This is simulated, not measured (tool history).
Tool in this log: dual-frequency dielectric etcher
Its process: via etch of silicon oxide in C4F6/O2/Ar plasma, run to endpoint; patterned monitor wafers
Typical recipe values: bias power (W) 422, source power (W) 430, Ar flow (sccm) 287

run     day  bias power (W)  source power (W)  Ar flow (sccm)  wafers since the last listed run  hours since the last wet clean  hours since the last bias power generator calibration  hours since the last source power generator calibration  hours since the last Ar flow controller change  hours since the last upper electrode change  incoming incoming film thickness, nm  endpoint time (s)
  1   0.000             422               430             287                                 0                           408.3                                                  906.4                                                   1415.6                                          1276.5                                       4034.6                                 116.2               26.4
  2   1.262             422               430             287                               563                           438.6                                                  936.7                                                   1445.9                                          1306.8                                       4064.9                                 115.3               26.2
  3   2.350             422               430             287                               485                           464.7                                                  962.8                                                   1472.0                                          1332.9                                       4091.0                                 114.4               25.7
  4   4.142             422               430             287                               800                           507.7                                                 1005.8                                                   1515.0                                          1375.9                                       4134.0                                 115.5               26.6
  5   6.579             422               430             287                              1088                           566.2                                                 1064.3                                                   1573.5                                          1434.4                                       4192.5                                 116.8               27.0
      7.700  -- wet clean of the chamber
  6   7.733             422               470             339                                68                             0.8                                                 1092.0                                                   1601.2                                          1462.1                                       4220.2                                 115.2               24.7
  7  10.604             422               470             339                              1282                            69.7                                                 1160.9                                                   1670.1                                          1531.0                                       4289.1                                 116.2               25.0
  8  11.904             422               470             339                               580                           100.9                                                 1192.1                                                   1701.3                                          1562.2                                       4320.3                                 116.4               25.2
  9  14.600             422               430             287                              1203                           165.6                                                 1256.8                                                   1766.0                                          1626.9                                       4385.0                                 116.3               25.9
 10  17.583             422               430             287                              1332                           237.2                                                 1328.4                                                   1837.6                                          1698.5                                       4456.6                                 115.8               25.9
 11  20.508             422               430             287                              1306                           307.4                                                 1398.6                                                   1907.8                                          1768.7                                       4526.8                                 115.5               26.3
 12  21.538             357               430             287                               459                           332.1                                                 1423.3                                                   1932.5                                          1793.4                                       4551.5                                 116.1               27.6
     21.858  -- source power generator calibrated
 13  22.921             321               400             259                               543                           365.3                                                 1456.5                                                     25.5                                          1826.6                                       4584.7                                 116.3               29.5
     25.704  -- bias power generator calibrated
 14  25.725             451               430             287                              1177                           432.6                                                    0.5                                                     92.8                                          1893.9                                       4652.0                                 115.3               25.8
 15  26.788             422               380             326                               474                           458.1                                                   26.0                                                    118.3                                          1919.4                                       4677.5                                 116.0               28.6
 16  27.792             504               430             327                               448                           482.2                                                   50.1                                                    142.4                                          1943.5                                       4701.6                                 116.2               25.7
 17  30.104             422               470             287                              1032                           537.7                                                  105.6                                                    197.9                                          1999.0                                       4757.1                                 115.3               25.6
     32.121  -- upper electrode replaced
 18  32.142             321               400             259                               463                           586.6                                                  154.5                                                    246.8                                          2047.9                                          0.5                                 115.4               29.8
     33.925  -- wet clean of the chamber
 19  33.946             380               430             347                               359                             0.5                                                  197.8                                                    290.1                                          2091.2                                         43.8                                 116.7               26.9
     34.500  -- Ar flow controller replaced
 20  35.962             422               430             287                               788                            48.9                                                  246.2                                                    338.5                                            35.1                                         92.2                                 115.5               25.5
 21  38.029             388               520             246                               922                            98.5                                                  295.8                                                    388.1                                            84.7                                        141.8                                 115.0               23.3
 22  39.654             422               430             287                               725                           137.5                                                  334.8                                                    427.1                                           123.7                                        180.8                                 115.2               25.8
 23  41.583             422               430             249                               861                           183.8                                                  381.1                                                    473.4                                           170.0                                        227.1                                 115.3               25.3
 24  44.233             496               430             215                              1183                           247.4                                                  444.7                                                    537.0                                           233.6                                        290.7                                 116.0               23.6

Across each entry between runs, compare the hidden state at the last listed run before it with the hidden state at the first listed run after it:
Logged between run 5 and run 6: wet clean of the chamber (day 7.700)
  etch rate over this chamber's usual, %: -5.04 -> -0.972
  what was measured, less what the result would be without the hidden state, endpoint time (s): +1.4 -> +0.2
Logged between run 12 and run 13: source power generator calibrated (day 21.858)
  etch rate over this chamber's usual, %: -3.94 -> -4.24
  what was measured, less what the result would be without the hidden state, endpoint time (s): +1.1 -> +1.3
Logged between run 13 and run 14: bias power generator calibrated (day 25.704)
  etch rate over this chamber's usual, %: -4.24 -> -4.84
  what was measured, less what the result would be without the hidden state, endpoint time (s): +1.3 -> +1.2
Logged between run 17 and run 18: upper electrode replaced (day 32.121)
  etch rate over this chamber's usual, %: -5.79 -> -6.22
  what was measured, less what the result would be without the hidden state, endpoint time (s): +1.5 -> +1.9
Logged between run 18 and run 19: wet clean of the chamber (day 33.925)
  etch rate over this chamber's usual, %: -6.22 -> -0.77
  what was measured, less what the result would be without the hidden state, endpoint time (s): +1.9 -> +0.2
Logged between run 19 and run 20: Ar flow controller replaced (day 34.500)
  etch rate over this chamber's usual, %: -0.77 -> -1.2
  what was measured, less what the result would be without the hidden state, endpoint time (s): +0.2 -> +0.4

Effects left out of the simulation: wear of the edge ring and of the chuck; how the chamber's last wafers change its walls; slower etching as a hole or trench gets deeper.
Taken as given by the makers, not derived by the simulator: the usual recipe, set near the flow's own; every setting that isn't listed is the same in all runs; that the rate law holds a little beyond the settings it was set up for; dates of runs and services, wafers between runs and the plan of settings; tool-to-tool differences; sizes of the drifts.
